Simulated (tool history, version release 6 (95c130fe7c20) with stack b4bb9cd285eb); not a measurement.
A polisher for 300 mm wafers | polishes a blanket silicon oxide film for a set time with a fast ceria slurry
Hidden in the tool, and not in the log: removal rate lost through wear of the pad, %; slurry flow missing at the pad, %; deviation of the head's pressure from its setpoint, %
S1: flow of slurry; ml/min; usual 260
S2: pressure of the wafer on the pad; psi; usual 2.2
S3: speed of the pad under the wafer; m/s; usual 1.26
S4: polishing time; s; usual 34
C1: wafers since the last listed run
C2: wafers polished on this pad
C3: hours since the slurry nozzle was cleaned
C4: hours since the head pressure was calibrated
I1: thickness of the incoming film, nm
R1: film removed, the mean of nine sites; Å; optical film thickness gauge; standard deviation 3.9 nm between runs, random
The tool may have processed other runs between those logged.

{"run": 1, "hour": 0.0, "S1": 195, "S2": 2.2, "S3": 1.26, "S4": 34, "C1": 0, "C2": 1604, "C3": 322.6, "C4": 669.3, "I1": 2220.3, "R1": 4792}
{"run": 2, "hour": 17.9, "S1": 195, "S2": 2.2, "S3": 1.26, "S4": 34, "C1": 277, "C2": 1882, "C3": 340.5, "C4": 687.2, "I1": 2202.2, "R1": 4826}
{"run": 3, "hour": 37.0, "S1": 195, "S2": 2.2, "S3": 1.26, "S4": 34, "C1": 296, "C2": 2178, "C3": 359.6, "C4": 706.3, "I1": 2216.4, "R1": 4762}
{"run": 4, "hour": 50.7, "S1": 260, "S2": 2.2, "S3": 1.26, "S4": 34, "C1": 212, "C2": 2391, "C3": 373.3, "C4": 720, "I1": 2227.4, "R1": 4888}
{"hour": 56.2, "done": "worn pad replaced by a new one"}
{"run": 5, "hour": 65.3, "S1": 260, "S2": 2.2, "S3": 1.26, "S4": 34, "C1": 164, "C2": 141, "C3": 387.9, "C4": 734.6, "I1": 2247, "R1": 4941}
{"run": 6, "hour": 81.7, "S1": 325, "S2": 2.2, "S3": 0.96, "S4": 34, "C1": 254, "C2": 396, "C3": 404.3, "C4": 751, "I1": 2231.3, "R1": 4371}
{"hour": 119.9, "done": "slurry nozzle cleaned"}
{"run": 7, "hour": 135.0, "S1": 325, "S2": 2.2, "S3": 0.96, "S4": 34, "C1": 810, "C2": 1207, "C3": 15.1, "C4": 804.3, "I1": 2242.2, "R1": 4449}
{"run": 8, "hour": 161.5, "S1": 325, "S2": 2.2, "S3": 0.96, "S4": 34, "C1": 410, "C2": 1618, "C3": 41.6, "C4": 830.8, "I1": 2200, "R1": 4568}
{"run": 9, "hour": 183.2, "S1": 260, "S2": 2.2, "S3": 1.26, "S4": 34, "C1": 336, "C2": 1954, "C3": 63.3, "C4": 852.5, "I1": 2211.9, "R1": 5262}
{"run": 10, "hour": 202.1, "S1": 260, "S2": 2.2, "S3": 1.26, "S4": 34, "C1": 293, "C2": 2247, "C3": 82.2, "C4": 871.4, "I1": 2264.3, "R1": 5259}
{"hour": 212.4, "done": "worn pad replaced by a new one"}
{"run": 11, "hour": 216.5, "S1": 260, "S2": 2.2, "S3": 1.26, "S4": 34, "C1": 161, "C2": 63, "C3": 96.6, "C4": 885.8, "I1": 2256.1, "R1": 5229}
{"run": 12, "hour": 235.1, "S1": 260, "S2": 2.2, "S3": 1.26, "S4": 34, "C1": 288, "C2": 352, "C3": 115.2, "C4": 904.4, "I1": 2203.7, "R1": 5188}
{"hour": 254.9, "done": "head pressure recalibrated"}
{"run": 13, "hour": 255.4, "S1": 260, "S2": 2.2, "S3": 1.26, "S4": 34, "C1": 283, "C2": 635, "C3": 135.5, "C4": 0.5, "I1": 2223.3, "R1": 4689}
{"run": 14, "hour": 273.7, "S1": 260, "S2": 2.2, "S3": 1.26, "S4": 34, "C1": 283, "C2": 919, "C3": 153.8, "C4": 18.8, "I1": 2256.2, "R1": 4682}
{"run": 15, "hour": 294.4, "S1": 260, "S2": 2.2, "S3": 1.26, "S4": 34, "C1": 320, "C2": 1240, "C3": 174.5, "C4": 39.5, "I1": 2259.2, "R1": 4647}
{"hour": 379.2, "done": "worn pad replaced by a new one"}
{"run": 16, "hour": 391.7, "S1": 260, "S2": 2.2, "S3": 1.26, "S4": 25, "C1": 1446, "C2": 193, "C3": 271.8, "C4": 136.8, "I1": 2222.8, "R1": 3432}
{"run": 17, "hour": 409.2, "S1": 325, "S2": 2.8, "S3": 1.08, "S4": 34, "C1": 271, "C2": 464, "C3": 289.3, "C4": 154.3, "I1": 2230, "R1": 5554}
{"run": 18, "hour": 446.4, "S1": 260, "S2": 2.2, "S3": 1.26, "S4": 46, "C1": 576, "C2": 1041, "C3": 326.5, "C4": 191.5, "I1": 2197.2, "R1": 6259}
{"run": 19, "hour": 469.3, "S1": 260, "S2": 2.2, "S3": 1.26, "S4": 34, "C1": 355, "C2": 1396, "C3": 349.4, "C4": 214.4, "I1": 2247.8, "R1": 4650}
{"run": 20, "hour": 498.6, "S1": 335, "S2": 2.6, "S3": 1.02, "S4": 46, "C1": 454, "C2": 1851, "C3": 378.7, "C4": 243.7, "I1": 2250.9, "R1": 6759}
{"hour": 514.5, "done": "worn pad replaced by a new one"}
{"run": 21, "hour": 523.5, "S1": 225, "S2": 2.2, "S3": 1.4, "S4": 34, "C1": 324, "C2": 139, "C3": 403.6, "C4": 268.6, "I1": 2225.9, "R1": 4801}
{"run": 22, "hour": 551.0, "S1": 260, "S2": 1.4, "S3": 1.26, "S4": 41, "C1": 426, "C2": 566, "C3": 431.1, "C4": 296.1, "I1": 2240, "R1": 3597}
{"run": 23, "hour": 567.6, "S1": 325, "S2": 1.7, "S3": 1.48, "S4": 39, "C1": 257, "C2": 823, "C3": 447.7, "C4": 312.7, "I1": 2210.9, "R1": 4641}
{"run": 24, "hour": 584.0, "S1": 195, "S2": 2.8, "S3": 0.82, "S4": 34, "C1": 254, "C2": 1077, "C3": 464.1, "C4": 329.1, "I1": 2191, "R1": 4400}
{"run": 25, "hour": 608.9, "S1": 260, "S2": 1.6, "S3": 1.26, "S4": 45, "C1": 386, "C2": 1464, "C3": 489, "C4": 354, "I1": 2232, "R1": 4489}
{"hour": 617.3, "done": "slurry nozzle cleaned"}
{"run": 26, "hour": 643.7, "S1": 260, "S2": 1.6, "S3": 1.54, "S4": 28, "C1": 524, "C2": 1988, "C3": 26.4, "C4": 388.8, "I1": 2188.9, "R1": 3322}
{"hour": 661.5, "done": "worn pad replaced by a new one"}
{"run": 27, "hour": 662.0, "S1": 260, "S2": 2.2, "S3": 1.26, "S4": 34, "C1": 221, "C2": 7, "C3": 44.7, "C4": 407.1, "I1": 2266.9, "R1": 4992}
{"run": 28, "hour": 677.5, "S1": 260, "S2": 1.4, "S3": 1.14, "S4": 34, "C1": 240, "C2": 247, "C3": 60.2, "C4": 422.6, "I1": 2243.6, "R1": 2908}
{"run": 29, "hour": 691.7, "S1": 260, "S2": 1.6, "S3": 1.26, "S4": 45, "C1": 220, "C2": 467, "C3": 74.4, "C4": 436.8, "I1": 2202.8, "R1": 4730}
{"run": 30, "hour": 716.9, "S1": 260, "S2": 2.9, "S3": 1.26, "S4": 34, "C1": 390, "C2": 858, "C3": 99.6, "C4": 462, "I1": 2249.4, "R1": 6502}
{"run": 31, "hour": 741.3, "S1": 260, "S2": 2.2, "S3": 1.26, "S4": 27, "C1": 378, "C2": 1236, "C3": 124, "C4": 486.4, "I1": 2248.9, "R1": 3894}
{"run": 32, "hour": 755.6, "S1": 260, "S2": 1.8, "S3": 1.66, "S4": 25, "C1": 221, "C2": 1458, "C3": 138.3, "C4": 500.7, "I1": 2196.3, "R1": 3474}
{"run": 33, "hour": 781.5, "S1": 260, "S2": 2.2, "S3": 1.26, "S4": 34, "C1": 401, "C2": 1860, "C3": 164.2, "C4": 526.6, "I1": 2237.1, "R1": 4927}

Here are 4 independent what-if runs from the current tool condition. What would each one return?
{"run": "A", "hour": 781.9, "S1": 260, "S2": 2.6, "S3": 1.26, "S4": 34, "C1": 6, "C2": 1866, "C3": 164.6, "C4": 527, "I1": 2244.4, "R1": "?"}
{"run": "B", "hour": 781.9, "S1": 260, "S2": 2.2, "S3": 1.62, "S4": 29, "C1": 6, "C2": 1866, "C3": 164.6, "C4": 527, "I1": 2244.4, "R1": "?"}
{"run": "C", "hour": 781.9, "S1": 290, "S2": 2.2, "S3": 1.26, "S4": 34, "C1": 6, "C2": 1866, "C3": 164.6, "C4": 527, "I1": 2244.4, "R1": "?"}
{"run": "D", "hour": 781.9, "S1": 260, "S2": 2.7, "S3": 1.26, "S4": 41, "C1": 6, "C2": 1866, "C3": 164.6, "C4": 527, "I1": 2244.4, "R1": "?"}

run=A R1=5799
run=B R1=4903
run=C R1=4956
run=D R1=7262
With no hidden state in the tool, these same runs would have given:
run=A R1=5636
run=B R1=4765
run=C R1=4811
run=D R1=7058

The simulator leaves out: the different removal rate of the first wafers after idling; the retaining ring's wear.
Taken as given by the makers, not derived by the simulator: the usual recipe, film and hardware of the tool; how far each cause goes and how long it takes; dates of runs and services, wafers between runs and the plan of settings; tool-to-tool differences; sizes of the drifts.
